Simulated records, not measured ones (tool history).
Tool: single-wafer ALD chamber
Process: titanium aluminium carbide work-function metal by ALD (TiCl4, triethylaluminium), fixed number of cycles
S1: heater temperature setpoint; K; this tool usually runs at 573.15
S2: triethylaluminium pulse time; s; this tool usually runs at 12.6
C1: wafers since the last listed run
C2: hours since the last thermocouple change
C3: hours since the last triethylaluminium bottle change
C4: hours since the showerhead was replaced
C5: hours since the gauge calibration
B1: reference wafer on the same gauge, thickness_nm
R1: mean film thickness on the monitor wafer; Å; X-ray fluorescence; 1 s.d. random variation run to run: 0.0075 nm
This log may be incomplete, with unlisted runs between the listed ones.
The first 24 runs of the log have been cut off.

Run 25, day 58.112: usual settings but S1 577.15 K, S2 9.99 s; C1 582; C2 696.2; C3 345; C4 670.6; C5 642.2; B1 1.86. Result: R1 20.6 Å.
Run 26, day 59.688: usual settings but S2 8.63 s; C1 454; C2 734; C3 382.8; C4 708.4; C5 680; B1 1.86. Result: R1 18.21 Å.
Run 27, day 61.792: usual settings but S1 583.15 K, S2 10.48 s; C1 606; C2 784.5; C3 433.3; C4 758.9; C5 730.5; B1 1.861. Result: R1 21.47 Å.
Run 28, day 63.908: usual settings but S1 587.15 K, S2 8.04 s; C1 610; C2 835.3; C3 484.1; C4 809.7; C5 781.3; B1 1.86. Result: R1 17.66 Å.
Run 29, day 66.529: usual settings; C1 755; C2 898.2; C3 547; C4 872.6; C5 844.2; B1 1.859. Result: R1 21.45 Å.
Run 30, day 68.042: usual settings but S1 584.15 K, S2 10.48 s; C1 436; C2 934.5; C3 583.3; C4 908.9; C5 880.5; B1 1.859. Result: R1 21.19 Å.
Run 31, day 69.958: usual settings; C1 552; C2 980.5; C3 629.3; C4 954.9; C5 926.5; B1 1.86. Result: R1 21.35 Å.
At day 71.529: thermocouple changed; heater temperature recalibrated.
Run 32, day 72.338: usual settings; C1 590; C2 19.4; C3 686.4; C4 1012; C5 983.6; B1 1.86. Result: R1 21.56 Å.
Run 33, day 74.754: usual settings but S2 8.63 s; C1 697; C2 77.4; C3 744.4; C4 1070; C5 1041.6; B1 1.86. Result: R1 17.7 Å.

Predict each of these 4 candidate next runs independently; none follows another, all start after run 33:
Run A, day 74.771: usual settings; C1 4; C2 77.8; C3 744.8; C4 1070.4; C5 1042; B1 ?. Result: R1 ?.
Run B, day 74.771: usual settings but S1 577.15 K, S2 10.16 s; C1 4; C2 77.8; C3 744.8; C4 1070.4; C5 1042; B1 ?. Result: R1 ?.
Run C, day 74.771: usual settings but S1 577.15 K, S2 15.19 s; C1 4; C2 77.8; C3 744.8; C4 1070.4; C5 1042; B1 ?. Result: R1 ?.
Run D, day 74.771: usual settings but S2 11.02 s; C1 4; C2 77.8; C3 744.8; C4 1070.4; C5 1042; B1 ?. Result: R1 ?.

run     B1     R1
  A  1.861  21.47
  B  1.861  20.29
  C  1.861  22.34
  D  1.861  20.69
Without the tool's unlogged condition, the same runs would have read:
run     R1
  A  21.99
  B  21.42
  C  22.58
  D  21.55
